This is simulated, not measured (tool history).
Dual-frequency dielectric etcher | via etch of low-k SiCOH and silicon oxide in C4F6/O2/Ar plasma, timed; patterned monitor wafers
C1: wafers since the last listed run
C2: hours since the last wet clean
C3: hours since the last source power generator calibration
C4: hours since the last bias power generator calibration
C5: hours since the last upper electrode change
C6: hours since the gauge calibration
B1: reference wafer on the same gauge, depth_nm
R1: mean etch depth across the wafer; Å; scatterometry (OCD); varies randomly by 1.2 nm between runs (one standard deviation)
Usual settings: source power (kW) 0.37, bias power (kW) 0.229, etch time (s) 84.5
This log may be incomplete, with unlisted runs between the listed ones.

{"run": 1, "hour": 0.0, "source power (kW)": 0.37, "bias power (kW)": 0.229, "etch time (s)": 84.5, "C1": 0, "C2": 330.5, "C3": 2908.1, "C4": 1738.5, "C5": 96.6, "C6": 1499.2, "B1": 258, "R1": 2455}
{"hour": 172.3, "done": "wet clean of the chamber"}
{"run": 2, "hour": 172.8, "source power (kW)": 0.37, "bias power (kW)": 0.229, "etch time (s)": 84.5, "C1": 1667, "C2": 0.5, "C3": 3080.9, "C4": 1911.3, "C5": 269.4, "C6": 1672, "B1": 258.1, "R1": 2515}
{"run": 3, "hour": 229.1, "source power (kW)": 0.37, "bias power (kW)": 0.229, "etch time (s)": 84.5, "C1": 630, "C2": 56.8, "C3": 3137.2, "C4": 1967.6, "C5": 325.7, "C6": 1728.3, "B1": 258.1, "R1": 2493}
{"hour": 259.0, "done": "source power generator calibrated"}
{"hour": 273.7, "done": "bias power generator calibrated"}
{"run": 4, "hour": 274.5, "source power (kW)": 0.37, "bias power (kW)": 0.229, "etch time (s)": 84.5, "C1": 419, "C2": 102.2, "C3": 15.5, "C4": 0.8, "C5": 371.1, "C6": 1773.7, "B1": 257.6, "R1": 2493}
{"run": 5, "hour": 441.0, "source power (kW)": 0.37, "bias power (kW)": 0.229, "etch time (s)": 94, "C1": 1865, "C2": 268.7, "C3": 182, "C4": 167.3, "C5": 537.6, "C6": 1940.2, "B1": 258.2, "R1": 2724}
{"run": 6, "hour": 470.5, "source power (kW)": 0.37, "bias power (kW)": 0.229, "etch time (s)": 94, "C1": 330, "C2": 298.2, "C3": 211.5, "C4": 196.8, "C5": 567.1, "C6": 1969.7, "B1": 257.7, "R1": 2727}
{"run": 7, "hour": 495.6, "source power (kW)": 0.4, "bias power (kW)": 0.278, "etch time (s)": 84.5, "C1": 281, "C2": 323.3, "C3": 236.6, "C4": 221.9, "C5": 592.2, "C6": 1994.8, "B1": 258, "R1": 2629}
{"run": 8, "hour": 560.4, "source power (kW)": 0.33, "bias power (kW)": 0.193, "etch time (s)": 105.5, "C1": 726, "C2": 388.1, "C3": 301.4, "C4": 286.7, "C5": 657, "C6": 2059.6, "B1": 257.8, "R1": 2847}
{"run": 9, "hour": 593.8, "source power (kW)": 0.37, "bias power (kW)": 0.229, "etch time (s)": 84.5, "C1": 374, "C2": 421.5, "C3": 334.8, "C4": 320.1, "C5": 690.4, "C6": 2093, "B1": 257.7, "R1": 2438}
{"run": 10, "hour": 632.3, "source power (kW)": 0.37, "bias power (kW)": 0.229, "etch time (s)": 84.5, "C1": 431, "C2": 460, "C3": 373.3, "C4": 358.6, "C5": 728.9, "C6": 2131.5, "B1": 257.4, "R1": 2414}
{"run": 11, "hour": 657.2, "source power (kW)": 0.37, "bias power (kW)": 0.229, "etch time (s)": 84.5, "C1": 279, "C2": 484.9, "C3": 398.2, "C4": 383.5, "C5": 753.8, "C6": 2156.4, "B1": 258, "R1": 2418}
{"run": 12, "hour": 710.0, "source power (kW)": 0.44, "bias power (kW)": 0.204, "etch time (s)": 93.5, "C1": 591, "C2": 537.7, "C3": 451, "C4": 436.3, "C5": 806.6, "C6": 2209.2, "B1": 258.1, "R1": 2703}
{"run": 13, "hour": 781.1, "source power (kW)": 0.4, "bias power (kW)": 0.18, "etch time (s)": 101, "C1": 796, "C2": 608.8, "C3": 522.1, "C4": 507.4, "C5": 877.7, "C6": 2280.3, "B1": 257.7, "R1": 2750}
{"hour": 832.2, "done": "wet clean of the chamber"}
{"run": 14, "hour": 834.5, "source power (kW)": 0.29, "bias power (kW)": 0.229, "etch time (s)": 84.5, "C1": 329, "C2": 2.3, "C3": 575.5, "C4": 560.8, "C5": 931.1, "C6": 2333.7, "B1": 257.8, "R1": 2369}
{"run": 15, "hour": 860.9, "source power (kW)": 0.37, "bias power (kW)": 0.229, "etch time (s)": 61, "C1": 295, "C2": 28.7, "C3": 601.9, "C4": 587.2, "C5": 957.5, "C6": 2360.1, "B1": 257.9, "R1": 1823}
{"run": 16, "hour": 918.5, "source power (kW)": 0.37, "bias power (kW)": 0.229, "etch time (s)": 84.5, "C1": 645, "C2": 86.3, "C3": 659.5, "C4": 644.8, "C5": 1015.1, "C6": 2417.7, "B1": 258, "R1": 2488}
{"run": 17, "hour": 984.3, "source power (kW)": 0.43, "bias power (kW)": 0.229, "etch time (s)": 84.5, "C1": 737, "C2": 152.1, "C3": 725.3, "C4": 710.6, "C5": 1080.9, "C6": 2483.5, "B1": 257.8, "R1": 2590}
{"hour": 1187.2, "done": "gauge calibrated"}
{"run": 18, "hour": 1195.9, "source power (kW)": 0.43, "bias power (kW)": 0.18, "etch time (s)": 101.5, "C1": 2370, "C2": 363.7, "C3": 936.9, "C4": 922.2, "C5": 1292.5, "C6": 8.7, "B1": 258.3, "R1": 2860}
{"run": 19, "hour": 1238.3, "source power (kW)": 0.32, "bias power (kW)": 0.229, "etch time (s)": 71.5, "C1": 475, "C2": 406.1, "C3": 979.3, "C4": 964.6, "C5": 1334.9, "C6": 51.1, "B1": 258.4, "R1": 1989}
{"run": 20, "hour": 1279.9, "source power (kW)": 0.37, "bias power (kW)": 0.229, "etch time (s)": 84.5, "C1": 466, "C2": 447.7, "C3": 1020.9, "C4": 1006.2, "C5": 1376.5, "C6": 92.7, "B1": 258.1, "R1": 2412}
{"run": 21, "hour": 1329.1, "source power (kW)": 0.33, "bias power (kW)": 0.27, "etch time (s)": 106.5, "C1": 551, "C2": 496.9, "C3": 1070.1, "C4": 1055.4, "C5": 1425.7, "C6": 141.9, "B1": 258, "R1": 3078}
{"hour": 1393.2, "done": "wet clean of the chamber"}
{"run": 22, "hour": 1393.7, "source power (kW)": 0.37, "bias power (kW)": 0.229, "etch time (s)": 84.5, "C1": 454, "C2": 0.5, "C3": 1134.7, "C4": 1120, "C5": 1490.3, "C6": 206.5, "B1": 257.4, "R1": 2519}
{"run": 23, "hour": 1408.6, "source power (kW)": 0.37, "bias power (kW)": 0.229, "etch time (s)": 63, "C1": 166, "C2": 15.4, "C3": 1149.6, "C4": 1134.9, "C5": 1505.2, "C6": 221.4, "B1": 257.8, "R1": 1869}
{"run": 24, "hour": 1446.4, "source power (kW)": 0.37, "bias power (kW)": 0.272, "etch time (s)": 84.5, "C1": 423, "C2": 53.2, "C3": 1187.4, "C4": 1172.7, "C5": 1543, "C6": 259.2, "B1": 258.5, "R1": 2606}
{"run": 25, "hour": 1504.4, "source power (kW)": 0.37, "bias power (kW)": 0.197, "etch time (s)": 84.5, "C1": 649, "C2": 111.2, "C3": 1245.4, "C4": 1230.7, "C5": 1601, "C6": 317.2, "B1": 258.4, "R1": 2409}
{"run": 26, "hour": 1572.1, "source power (kW)": 0.34, "bias power (kW)": 0.264, "etch time (s)": 64.5, "C1": 758, "C2": 178.9, "C3": 1313.1, "C4": 1298.4, "C5": 1668.7, "C6": 384.9, "B1": 258.4, "R1": 1920}
{"run": 27, "hour": 1637.4, "source power (kW)": 0.44, "bias power (kW)": 0.173, "etch time (s)": 84.5, "C1": 731, "C2": 244.2, "C3": 1378.4, "C4": 1363.7, "C5": 1734, "C6": 450.2, "B1": 257.7, "R1": 2433}
{"run": 28, "hour": 1679.9, "source power (kW)": 0.37, "bias power (kW)": 0.188, "etch time (s)": 64, "C1": 476, "C2": 286.7, "C3": 1420.9, "C4": 1406.2, "C5": 1776.5, "C6": 492.7, "B1": 257.4, "R1": 1752}
{"run": 29, "hour": 1747.2, "source power (kW)": 0.37, "bias power (kW)": 0.263, "etch time (s)": 59.5, "C1": 754, "C2": 354, "C3": 1488.2, "C4": 1473.5, "C5": 1843.8, "C6": 560, "B1": 258.1, "R1": 1761}

Alternative continuations, all from the tool just after run 29; predict every row:
{"run": "A", "hour": 1747.6, "source power (kW)": 0.37, "bias power (kW)": 0.229, "etch time (s)": 67, "C1": 4, "C2": 354.4, "C3": 1488.6, "C4": 1473.9, "C5": 1844.2, "C6": 560.4, "B1": "?", "R1": "?"}
{"run": "B", "hour": 1747.6, "source power (kW)": 0.29, "bias power (kW)": 0.198, "etch time (s)": 99.5, "C1": 4, "C2": 354.4, "C3": 1488.6, "C4": 1473.9, "C5": 1844.2, "C6": 560.4, "B1": "?", "R1": "?"}
{"run": "C", "hour": 1747.6, "source power (kW)": 0.45, "bias power (kW)": 0.184, "etch time (s)": 76, "C1": 4, "C2": 354.4, "C3": 1488.6, "C4": 1473.9, "C5": 1844.2, "C6": 560.4, "B1": "?", "R1": "?"}
{"run": "D", "hour": 1747.6, "source power (kW)": 0.44, "bias power (kW)": 0.262, "etch time (s)": 84.5, "C1": 4, "C2": 354.4, "C3": 1488.6, "C4": 1473.9, "C5": 1844.2, "C6": 560.4, "B1": "?", "R1": "?"}

run=A B1=258.1 R1=1925
run=B B1=258.1 R1=2592
run=C B1=258.1 R1=2182
run=D B1=258.1 R1=2634
Take away the tool's hidden state, keep each run's random variation, and the runs would have read:
run=A R1=1991
run=B R1=2682
run=C R1=2258
run=D R1=2726
